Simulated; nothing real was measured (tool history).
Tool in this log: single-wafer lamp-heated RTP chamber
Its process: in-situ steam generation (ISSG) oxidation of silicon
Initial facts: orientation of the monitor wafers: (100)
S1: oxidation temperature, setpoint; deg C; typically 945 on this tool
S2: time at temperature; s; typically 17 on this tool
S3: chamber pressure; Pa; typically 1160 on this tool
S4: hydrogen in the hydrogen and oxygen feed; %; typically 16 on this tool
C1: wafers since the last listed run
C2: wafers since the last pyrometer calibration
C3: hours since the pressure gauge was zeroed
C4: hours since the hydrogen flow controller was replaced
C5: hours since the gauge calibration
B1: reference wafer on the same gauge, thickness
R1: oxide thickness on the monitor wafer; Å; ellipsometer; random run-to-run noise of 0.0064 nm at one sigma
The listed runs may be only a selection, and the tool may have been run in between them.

Run 1, day 0.000: usual settings but S2 14 s; C1 0; C2 1103; C3 3343.7; C4 3794.6; C5 81.0; B1 4.831. Result: R1 39.93 Å.
Run 2, day 1.292: usual settings but S2 14 s; C1 416; C2 1519; C3 3374.7; C4 3825.6; C5 112.0; B1 4.829. Result: R1 40.09 Å.
Run 3, day 1.979: usual settings but S4 11 %; C1 221; C2 1741; C3 3391.2; C4 3842.1; C5 128.5; B1 4.829. Result: R1 40.05 Å.
At day 2.862: pressure gauge zeroed.
Run 4, day 2.883: usual settings but S2 12 s, S4 20 %; C1 184; C2 1925; C3 0.5; C4 3863.8; C5 150.2; B1 4.831. Result: R1 40.09 Å.
Run 5, day 3.217: usual settings but S2 12 s, S4 20 %; C1 107; C2 2033; C3 8.5; C4 3871.8; C5 158.2; B1 4.829. Result: R1 40.30 Å.
At day 3.754: gauge calibrated.
At day 4.046: pyrometer window cleaned and pyrometer calibrated.
Run 6, day 4.067: usual settings but S1 939 deg C; C1 166; C2 6; C3 28.9; C4 3892.2; C5 7.5; B1 4.826. Result: R1 42.40 Å.
Run 7, day 4.275: usual settings but S1 939 deg C; C1 67; C2 73; C3 33.9; C4 3897.2; C5 12.5; B1 4.832. Result: R1 42.39 Å.
Run 8, day 4.896: usual settings but S1 926 deg C, S4 11 %; C1 200; C2 273; C3 48.8; C4 3912.1; C5 27.4; B1 4.830. Result: R1 37.97 Å.
At day 5.258: hydrogen flow controller replaced.
Run 9, day 5.508: usual settings; C1 90; C2 364; C3 63.5; C4 6.0; C5 42.1; B1 4.831. Result: R1 43.15 Å.
Run 10, day 6.246: usual settings; C1 237; C2 601; C3 81.2; C4 23.7; C5 59.8; B1 4.833. Result: R1 43.26 Å.
Run 11, day 6.975: usual settings but S3 1000 Pa, S4 19 %; C1 235; C2 837; C3 98.7; C4 41.2; C5 77.3; B1 4.829. Result: R1 45.12 Å.
Run 12, day 7.267: usual settings; C1 94; C2 931; C3 105.7; C4 48.2; C5 84.3; B1 4.832. Result: R1 43.29 Å.

Run 13 is up next; what results do you expect?
Run 13, day 7.792: usual settings but S1 960 deg C, S4 25 %; C1 169; C2 1100; C3 118.3; C4 60.8; C5 96.9; B1 ?. Result: R1 ?.

{"run 13": {"B1": 4.832, "R1": 50.2}}
Had the tool carried no hidden state, the very same run would have given R1 49.63 Å.
